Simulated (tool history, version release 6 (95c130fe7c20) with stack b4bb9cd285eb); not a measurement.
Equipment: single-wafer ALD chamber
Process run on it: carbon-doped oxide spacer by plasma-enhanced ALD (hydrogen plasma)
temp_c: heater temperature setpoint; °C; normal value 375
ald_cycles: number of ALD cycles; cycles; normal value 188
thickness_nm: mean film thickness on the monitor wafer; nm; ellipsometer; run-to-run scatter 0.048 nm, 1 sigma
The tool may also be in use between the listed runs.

run     day  temp_c  ald_cycles  wafers since the last listed run  hours since the last thermocouple change  hours since the gauge calibration  read-back reference wafer on the same gauge, thickness_nm  thickness_nm
  1   0.000     367         188                                 0                                    2749.3                                9.2                                                      9.998        10.243
  2   0.692     367         188                                43                                    2765.9                               25.8                                                     10.000        10.211
  3   1.688     367         188                                63                                    2789.8                               49.7                                                     10.005        10.250
  4   2.600     378         188                                57                                    2811.7                               71.6                                                     10.021        10.202
  5   3.233     375         188                                40                                    2826.9                               86.8                                                     10.001        10.194
  6   3.921     375         188                                43                                    2843.4                              103.3                                                     10.003        10.180
  7   5.654     375         188                               109                                    2885.0                              144.9                                                      9.998        10.240
  8   6.983     364         188                                84                                    2916.9                              176.8                                                     10.002        10.230
  9   7.888     375         164                                57                                    2938.6                              198.5                                                      9.995         8.879
 10   8.879     375         188                                62                                    2962.4                              222.3                                                      9.984        10.154
 11   9.612     366         188                                46                                    2980.0                              239.9                                                     10.003        10.207
 12  10.367     366         188                                47                                    2998.1                              258.0                                                      9.989        10.239
 13  11.467     375         188                                69                                    3024.5                              284.4                                                     10.013        10.141
 14  12.021     375         188                                35                                    3037.8                              297.7                                                     10.008        10.201
     12.429  -- gauge calibrated
 15  12.954     381         171                                59                                    3060.2                               12.6                                                     10.002         9.283
 16  13.467     371         213                                32                                    3072.5                               24.9                                                      9.999        11.518
 17  14.042     375         188                                36                                    3086.3                               38.7                                                     10.009        10.202
 18  14.671     371         163                                39                                    3101.4                               53.8                                                      9.999         8.786
 19  15.667     362         200                                63                                    3125.3                               77.7                                                     10.002        10.888
 20  16.329     369         215                                41                                    3141.2                               93.6                                                     10.006        11.637
     16.771  -- thermocouple changed; heater temperature recalibrated
 21  17.204     382         201                                34                                      10.4                              114.6                                                      9.995        10.942
 22  18.329     368         152                                71                                      37.4                              141.6                                                     10.002         8.218
 23  19.492     375         188                                73                                      65.3                              169.5                                                     10.007        10.272
 24  20.733     375         188                                78                                      95.1                              199.3                                                     10.001        10.208
 25  21.421     375         156                                43                                     111.6                              215.8                                                      9.997         8.484
 26  22.629     375         188                                76                                     140.6                              244.8                                                     10.000        10.313
 27  23.783     362         188                                73                                     168.3                              272.5                                                     10.015        10.222
 28  24.867     365         151                                68                                     194.3                              298.5                                                      9.995         8.243

Forecast each of these 5 alternatives for the next run:
  A  24.896     375         152                                 1                                     195.0                              299.2                                                          ?             ?
  B  24.896     381         208                                 1                                     195.0                              299.2                                                          ?             ?
  C  24.896     375         157                                 1                                     195.0                              299.2                                                          ?             ?
  D  24.896     380         188                                 1                                     195.0                              299.2                                                          ?             ?
  E  24.896     366         200                                 1                                     195.0                              299.2                                                          ?             ?

run  read-back reference wafer on the same gauge, thickness_nm  thickness_nm
  A                                                     10.009         8.252
  B                                                     10.009        11.292
  C                                                     10.009         8.523
  D                                                     10.009        10.206
  E                                                     10.009        10.858
Stripped of hidden state, with their random variation kept, the same runs would have yielded:
run  thickness_nm
  A         8.252
  B        11.292
  C         8.523
  D        10.206
  E        10.858

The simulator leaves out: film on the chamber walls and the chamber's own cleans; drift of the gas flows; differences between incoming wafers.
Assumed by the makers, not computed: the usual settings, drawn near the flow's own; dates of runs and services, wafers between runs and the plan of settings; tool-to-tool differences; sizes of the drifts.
